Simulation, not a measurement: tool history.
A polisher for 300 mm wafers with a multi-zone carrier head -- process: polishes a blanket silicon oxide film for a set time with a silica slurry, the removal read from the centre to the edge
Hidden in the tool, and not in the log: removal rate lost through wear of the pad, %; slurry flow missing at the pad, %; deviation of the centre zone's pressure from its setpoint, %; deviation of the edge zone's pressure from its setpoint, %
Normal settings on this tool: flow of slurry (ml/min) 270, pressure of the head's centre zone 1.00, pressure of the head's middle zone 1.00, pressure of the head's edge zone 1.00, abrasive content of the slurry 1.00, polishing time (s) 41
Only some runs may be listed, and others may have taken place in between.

run	hour	flow of slurry (ml/min)	pressure of the head's centre zone	pressure of the head's middle zone	pressure of the head's edge zone	abrasive content of the slurry	polishing time (s)	wafers since the last listed run	wafers polished on this pad	hours since the slurry nozzle was cleaned	hours since the centre zone pressure was calibrated	hours since the edge zone pressure was calibrated	hours since the carrier head's membrane was replaced	incoming thickness of the incoming film, nm	film removed at the wafer's centre (Å)	film removed at mid-radius (Å)	film removed at the wafer's edge (Å)
1	0.0	270	1.00	1.00	1.00	1.00	35	0	1121	412.9	230.0	986.1	546.7	834.0	991	989	967
2	72.5	270	1.00	1.00	1.00	1.00	35	1029	2150	485.4	302.5	1058.6	619.2	829.7	997	964	968
# hour 95.1: carrier head's membrane replaced by a new one
3	173.5	270	1.00	1.00	1.00	1.00	37	1362	3512	586.4	403.5	1159.6	78.4	835.2	1031	1025	979
4	279.0	270	1.00	1.00	1.00	1.00	41	1497	5010	691.9	509.0	1265.1	183.9	829.0	1105	1118	1087
# hour 283.6: worn pad replaced by a new one
5	373.6	270	1.00	1.00	1.07	1.00	35	1285	1278	786.5	603.6	1359.7	278.5	833.5	994	985	1017
# hour 447.7: slurry nozzle cleaned
6	469.7	270	1.00	1.00	1.07	1.00	35	1349	2627	22.0	699.7	1455.8	374.6	833.7	994	966	1000
7	507.0	270	1.00	1.00	1.07	1.00	35	529	3157	59.3	737.0	1493.1	411.9	824.9	998	965	977
# hour 557.9: centre zone pressure recalibrated
8	601.5	270	1.00	1.00	1.00	1.00	41	1312	4470	153.8	43.6	1587.6	506.4	839.3	1161	1105	1110
# hour 608.8: edge zone pressure recalibrated
9	651.0	300	1.00	1.00	1.00	1.00	46	674	5144	203.3	93.1	42.2	555.9	828.4	1275	1286	1250
# hour 688.8: carrier head's membrane replaced by a new one
# hour 699.4: worn pad replaced by a new one
10	710.1	270	1.10	1.00	1.00	1.00	45	711	152	262.4	152.2	101.3	21.3	817.9	1415	1329	1285
11	784.4	270	1.00	0.96	1.00	1.00	29	1054	1206	336.7	226.5	175.6	95.6	842.9	836	783	808
12	860.4	270	1.00	1.00	1.00	1.00	41	1078	2285	412.7	302.5	251.6	171.6	831.2	1155	1143	1105
13	953.3	270	1.00	0.96	0.94	0.85	32	1318	3603	505.6	395.4	344.5	264.5	844.2	823	793	760
14	1023.8	270	0.94	1.08	1.00	1.15	46	1000	4604	576.1	465.9	415.0	335.0	835.3	1288	1430	1314
# hour 1059.4: worn pad replaced by a new one
15	1117.0	330	1.00	1.00	1.05	1.00	41	1266	817	669.3	559.1	508.2	428.2	817.8	1170	1177	1203
# hour 1168.0: slurry nozzle cleaned
16	1224.6	270	1.00	1.09	1.00	0.85	41	1513	2330	56.6	666.7	615.8	535.8	818.0	1064	1112	1038
17	1323.1	270	1.00	1.00	1.00	1.00	35	1398	3728	155.1	765.2	714.3	634.3	843.5	965	969	920
# hour 1334.3: carrier head's membrane replaced by a new one
18	1391.1	270	1.00	1.00	1.00	1.00	41	894	4623	223.1	833.2	782.3	56.8	832.1	1134	1115	1096
19	1437.9	270	1.00	1.00	1.00	1.00	41	664	5287	269.9	880.0	829.1	103.6	825.8	1130	1099	1079
# hour 1441.4: centre zone pressure recalibrated
20	1481.3	270	1.00	0.95	1.00	1.00	41	587	5875	313.3	39.9	872.5	147.0	837.1	1131	1094	1120
# hour 1514.4: worn pad replaced by a new one
21	1783.6	270	1.00	1.00	1.00	1.00	41	4233	3821	615.6	342.2	1174.8	449.3	832.7	1106	1118	1107

Consider 4 possible next runs. They are alternatives, not a sequence: every one starts from the tool as it was left by run 21. What does each give?
A	1784.0	270	1.00	1.00	1.00	1.00	41	5	3826	616.0	342.6	1175.2	449.7	841.6	?	?	?
B	1784.0	305	1.07	1.00	1.08	1.00	48	5	3826	616.0	342.6	1175.2	449.7	841.6	?	?	?
C	1784.0	270	1.00	1.00	1.11	1.15	41	5	3826	616.0	342.6	1175.2	449.7	841.6	?	?	?
D	1784.0	200	1.00	1.12	1.00	1.00	41	5	3826	616.0	342.6	1175.2	449.7	841.6	?	?	?

run	film removed at the wafer's centre (Å)	film removed at mid-radius (Å)	film removed at the wafer's edge (Å)
A	1137	1134	1075
B	1441	1345	1321
C	1209	1206	1204
D	1085	1197	1040
Without the tool's hidden state the same runs would have given:
run	film removed at the wafer's centre (Å)	film removed at mid-radius (Å)	film removed at the wafer's edge (Å)
A	1210	1207	1144
B	1533	1431	1405
C	1286	1283	1281
D	1154	1274	1106
